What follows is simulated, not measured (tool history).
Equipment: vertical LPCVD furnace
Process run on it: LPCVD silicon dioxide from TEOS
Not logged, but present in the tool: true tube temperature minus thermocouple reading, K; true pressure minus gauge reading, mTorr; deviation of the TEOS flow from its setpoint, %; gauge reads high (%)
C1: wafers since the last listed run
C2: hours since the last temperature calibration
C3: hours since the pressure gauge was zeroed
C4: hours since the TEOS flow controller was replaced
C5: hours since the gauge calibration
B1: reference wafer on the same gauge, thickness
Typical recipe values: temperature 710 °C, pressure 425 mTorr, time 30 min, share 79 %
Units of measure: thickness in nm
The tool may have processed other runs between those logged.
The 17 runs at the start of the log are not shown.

run 18 hour=337.4 | temperature=710 pressure=425 time=30 share=79 | C1=129 C2=272.3 C3=17.5 C4=214.2 C5=230.7 | B1=353.46 | thickness=370.32
run 19 hour=347.6 | temperature=710 pressure=425 time=30 share=79 | C1=126 C2=282.5 C3=27.7 C4=224.4 C5=240.9 | B1=352.98 | thickness=370.32
run 20 hour=375.8 | temperature=704 pressure=425 time=24 share=73 | C1=350 C2=310.7 C3=55.9 C4=252.6 C5=269.1 | B1=353.55 | thickness=248.68
run 21 hour=384.2 | temperature=716 pressure=425 time=30 share=79 | C1=104 C2=319.1 C3=64.3 C4=261 C5=277.5 | B1=352.95 | thickness=425.74
run 22 hour=392.3 | temperature=710 pressure=505 time=34.5 share=79 | C1=100 C2=327.2 C3=72.4 C4=269.1 C5=285.6 | B1=353.1 | thickness=465.9
run 23 hour=404.7 | temperature=710 pressure=425 time=30 share=79 | C1=154 C2=339.6 C3=84.8 C4=281.5 C5=298 | B1=352.79 | thickness=370.54
run 24 hour=421.1 | temperature=702 pressure=340 time=33.5 share=65 | C1=203 C2=356 C3=101.2 C4=297.9 C5=314.4 | B1=352.77 | thickness=279.23
run 25 hour=437.4 | temperature=710 pressure=390 time=30 share=79 | C1=202 C2=372.3 C3=117.5 C4=314.2 C5=330.7 | B1=353.35 | thickness=352.26
run 26 hour=449.1 | temperature=710 pressure=470 time=26 share=94 | C1=145 C2=384 C3=129.2 C4=325.9 C5=342.4 | B1=353.11 | thickness=367.42
run 27 hour=456.6 | temperature=710 pressure=425 time=30 share=79 | C1=93 C2=391.5 C3=136.7 C4=333.4 C5=349.9 | B1=353.22 | thickness=372.02
run 28 hour=467.3 | temperature=710 pressure=425 time=37 share=79 | C1=132 C2=402.2 C3=147.4 C4=344.1 C5=360.6 | B1=353.67 | thickness=458.35
run 29 hour=483.3 | temperature=714 pressure=425 time=21 share=74 | C1=198 C2=418.2 C3=163.4 C4=360.1 C5=376.6 | B1=352.95 | thickness=273.49
run 30 hour=496.3 | temperature=720 pressure=360 time=36 share=87 | C1=161 C2=431.2 C3=176.4 C4=373.1 C5=389.6 | B1=353.41 | thickness=535.28

Alternative continuations, all from the tool just after run 30; predict every row:
run A hour=499.7 | temperature=710 pressure=425 time=24 share=79 | C1=42 C2=434.6 C3=179.8 C4=376.5 C5=393 | B1=? | thickness=?
run B hour=499.7 | temperature=710 pressure=325 time=30 share=79 | C1=42 C2=434.6 C3=179.8 C4=376.5 C5=393 | B1=? | thickness=?
run C hour=499.7 | temperature=710 pressure=495 time=30 share=85 | C1=42 C2=434.6 C3=179.8 C4=376.5 C5=393 | B1=? | thickness=?
run D hour=499.7 | temperature=710 pressure=425 time=20.5 share=86 | C1=42 C2=434.6 C3=179.8 C4=376.5 C5=393 | B1=? | thickness=?
run E hour=499.7 | temperature=699 pressure=425 time=30 share=79 | C1=42 C2=434.6 C3=179.8 C4=376.5 C5=393 | B1=? | thickness=?

run=A B1=353.36 thickness=294.71
run=B B1=353.36 thickness=322.14
run=C B1=353.36 thickness=412.38
run=D B1=353.36 thickness=262.64
run=E B1=353.36 thickness=285.9
Had the tool no hidden state, the same runs would have come out as:
run=A thickness=294.71
run=B thickness=322.14
run=C thickness=412.38
run=D thickness=262.64
run=E thickness=285.9

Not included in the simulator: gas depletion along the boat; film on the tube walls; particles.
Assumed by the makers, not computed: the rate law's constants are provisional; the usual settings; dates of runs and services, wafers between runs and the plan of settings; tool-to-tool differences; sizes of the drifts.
